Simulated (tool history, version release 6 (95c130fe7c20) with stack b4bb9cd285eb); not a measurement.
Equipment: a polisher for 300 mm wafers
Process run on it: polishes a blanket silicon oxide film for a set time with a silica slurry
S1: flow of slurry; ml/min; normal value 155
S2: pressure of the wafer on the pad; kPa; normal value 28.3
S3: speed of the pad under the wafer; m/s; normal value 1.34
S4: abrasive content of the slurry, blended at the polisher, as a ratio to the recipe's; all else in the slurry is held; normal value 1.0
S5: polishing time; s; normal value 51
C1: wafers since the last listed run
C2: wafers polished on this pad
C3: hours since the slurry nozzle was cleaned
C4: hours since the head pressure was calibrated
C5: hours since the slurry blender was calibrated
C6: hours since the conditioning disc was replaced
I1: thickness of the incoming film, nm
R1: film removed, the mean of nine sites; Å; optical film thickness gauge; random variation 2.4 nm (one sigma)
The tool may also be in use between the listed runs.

Run 1, hour 0.0: usual settings; C1 0; C2 268; C3 732.6; C4 1427.0; C5 120.0; C6 41.2; I1 1771.8. Result: R1 1574 Å.
Run 2, hour 13.7: usual settings but S5 64 s; C1 99; C2 367; C3 746.3; C4 1440.7; C5 133.7; C6 54.9; I1 1744.1. Result: R1 2018 Å.
Run 3, hour 30.6: usual settings; C1 122; C2 490; C3 763.2; C4 1457.6; C5 150.6; C6 71.8; I1 1750.8. Result: R1 1569 Å.
Run 4, hour 48.5: usual settings; C1 129; C2 619; C3 781.1; C4 1475.5; C5 168.5; C6 89.7; I1 1762.1. Result: R1 1568 Å.
Run 5, hour 56.0: usual settings; C1 54; C2 674; C3 788.6; C4 1483.0; C5 176.0; C6 97.2; I1 1786.7. Result: R1 1576 Å.
At hour 64.0: slurry blender recalibrated.
Run 6, hour 67.4: usual settings; C1 68; C2 742; C3 800.0; C4 1494.4; C5 3.4; C6 108.6; I1 1791.7. Result: R1 1554 Å.
At hour 76.0: slurry nozzle cleaned.
At hour 76.6: worn pad replaced by a new one.
Run 7, hour 77.1: usual settings; C1 58; C2 3; C3 1.1; C4 1504.1; C5 13.1; C6 118.3; I1 1770.1. Result: R1 1825 Å.
Run 8, hour 91.6: usual settings but S1 130 ml/min, S3 1.16 m/s; C1 105; C2 108; C3 15.6; C4 1518.6; C5 27.6; C6 132.8; I1 1735.6. Result: R1 1558 Å.
Run 9, hour 103.5: usual settings but S2 33.1 kPa, S5 45 s; C1 86; C2 194; C3 27.5; C4 1530.5; C5 39.5; C6 144.7; I1 1753.1. Result: R1 1896 Å.
Run 10, hour 129.1: usual settings but S5 38 s; C1 185; C2 380; C3 53.1; C4 1556.1; C5 65.1; C6 170.3; I1 1754.0. Result: R1 1332 Å.
Run 11, hour 139.5: usual settings; C1 75; C2 455; C3 63.5; C4 1566.5; C5 75.5; C6 180.7; I1 1777.8. Result: R1 1801 Å.
At hour 147.5: head pressure recalibrated.
Run 12, hour 148.0: usual settings but S2 35.9 kPa; C1 47; C2 502; C3 72.0; C4 0.5; C5 84.0; C6 189.2; I1 1743.2. Result: R1 2183 Å.
At hour 154.4: conditioning disc replaced and pad reconditioned.
Run 13, hour 154.9: usual settings but S1 195 ml/min; C1 35; C2 538; C3 78.9; C4 7.4; C5 90.9; C6 0.5; I1 1751.9. Result: R1 1867 Å.
Run 14, hour 161.4: usual settings; C1 47; C2 585; C3 85.4; C4 13.9; C5 97.4; C6 7.0; I1 1760.1. Result: R1 1723 Å.
Run 15, hour 169.7: usual settings; C1 60; C2 645; C3 93.7; C4 22.2; C5 105.7; C6 15.3; I1 1735.6. Result: R1 1759 Å.
Run 16, hour 182.8: usual settings but S3 1.62 m/s, S5 38 s; C1 94; C2 740; C3 106.8; C4 35.3; C5 118.8; C6 28.4; I1 1747.3. Result: R1 1493 Å.

Run 17 comes next. What will it give?
At hour 205.7: worn pad replaced by a new one.
Run 17, hour 207.0: usual settings but S1 185 ml/min, S2 23.4 kPa, S3 1.66 m/s, S4 0.7; C1 146; C2 9; C3 131.0; C4 59.5; C5 143.0; C6 52.6; I1 1778.5. Result: R1 ?.

Run 17 measured R1 1230 Å.
Were there no unlogged condition in the tool, this run, its random variation unchanged, would have produced R1 1274 Å.
